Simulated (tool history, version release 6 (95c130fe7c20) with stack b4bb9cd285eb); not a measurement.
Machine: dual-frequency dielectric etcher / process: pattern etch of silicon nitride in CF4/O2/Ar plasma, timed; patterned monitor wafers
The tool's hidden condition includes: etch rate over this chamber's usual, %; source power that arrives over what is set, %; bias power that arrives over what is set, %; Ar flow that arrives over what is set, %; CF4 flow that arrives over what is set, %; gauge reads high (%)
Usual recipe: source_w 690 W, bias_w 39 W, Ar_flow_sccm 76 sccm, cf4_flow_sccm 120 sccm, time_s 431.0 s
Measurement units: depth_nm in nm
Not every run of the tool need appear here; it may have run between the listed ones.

run,hour,source_w,bias_w,Ar_flow_sccm,cf4_flow_sccm,time_s,wafers since the last listed run,hours since the last wet clean,hours since the last source power generator calibration,hours since the last bias power generator calibration,hours since the last Ar flow controller change,hours since the last CF4 flow controller change,hours since the last upper electrode change,hours since the gauge calibration,"read-back reference wafer on the same gauge, depth_nm",depth_nm
1,0.0,690,34,76,120,431.0,0,508.6,3734.9,2596.1,1142.2,2607.2,2803.5,563.0,835.8,941.7
2,66.5,690,39,76,120,431.0,180,575.1,3801.4,2662.6,1208.7,2673.7,2870.0,629.5,836.4,970.2
# hour 168.7: wet clean of the chamber
3,169.2,690,39,76,120,431.0,213,0.5,3904.1,2765.3,1311.4,2776.4,2972.7,732.2,837.3,968.7
4,212.0,690,39,64,120,431.0,116,43.3,3946.9,2808.1,1354.2,2819.2,3015.5,775.0,835.7,996.4
5,281.9,690,39,64,120,431.0,189,113.2,4016.8,2878.0,1424.1,2889.1,3085.4,844.9,835.8,1000.5
6,384.9,690,39,64,120,431.0,279,216.2,4119.8,2981.0,1527.1,2992.1,3188.4,947.9,835.3,993.8
7,460.1,690,39,76,120,431.0,204,291.4,4195.0,3056.2,1602.3,3067.3,3263.6,1023.1,836.6,971.0
8,552.6,690,39,76,120,431.0,251,383.9,4287.5,3148.7,1694.8,3159.8,3356.1,1115.6,836.7,968.5
9,631.6,690,39,76,120,390.0,214,462.9,4366.5,3227.7,1773.8,3238.8,3435.1,1194.6,836.5,875.6
10,731.1,690,39,76,120,390.0,270,562.4,4466.0,3327.2,1873.3,3338.3,3534.6,1294.1,836.5,876.4
# hour 777.7: wet clean of the chamber
# hour 806.8: bias power generator calibrated
11,826.0,690,39,76,120,431.0,181,48.3,4560.9,19.2,1968.2,3433.2,3629.5,1389.0,837.5,967.5
# hour 883.6: source power generator calibrated
12,925.3,690,39,66,120,431.0,258,147.6,41.7,118.5,2067.5,3532.5,3728.8,1488.3,837.2,993.6
# hour 961.2: gauge calibrated
13,985.8,780,48,76,134,431.0,164,208.1,102.2,179.0,2128.0,3593.0,3789.3,24.6,836.0,1141.5
14,1061.4,690,46,82,120,431.0,205,283.7,177.8,254.6,2203.6,3668.6,3864.9,100.2,835.1,993.8
15,1146.5,590,39,76,120,431.0,231,368.8,262.9,339.7,2288.7,3753.7,3950.0,185.3,836.5,851.2
# hour 1222.4: Ar flow controller replaced
# hour 1242.3: CF4 flow controller replaced
# hour 1267.1: upper electrode replaced
16,1325.1,690,39,76,120,364.0,387,547.4,441.5,518.3,102.7,82.8,58.0,363.9,835.0,822.6
17,1401.6,770,42,76,103,471.5,207,623.9,518.0,594.8,179.2,159.3,134.5,440.4,837.0,1168.6
# hour 1443.3: wet clean of the chamber
18,1479.1,690,39,76,120,431.0,145,35.8,595.5,672.3,256.7,236.8,212.0,517.9,835.9,974.0
19,1555.7,690,39,76,145,519.0,208,112.4,672.1,748.9,333.3,313.4,288.6,594.5,835.4,1188.8
20,1630.6,690,39,76,137,431.0,203,187.3,747.0,823.8,408.2,388.3,363.5,669.4,837.3,974.1
21,1705.4,690,35,58,143,514.0,203,262.1,821.8,898.6,483.0,463.1,438.3,744.2,835.7,1202.8

What the log doesn't show, run by run:
etch rate over this chamber's usual, %: 0, the same for each run
source power that arrives over what is set, %: 0, the same for each run
bias power that arrives over what is set, %: 0, the same for each run
Ar flow that arrives over what is set, %: 0, the same for each run
CF4 flow that arrives over what is set, %: 0, the same for each run
gauge reads high (%): 0, the same for each run
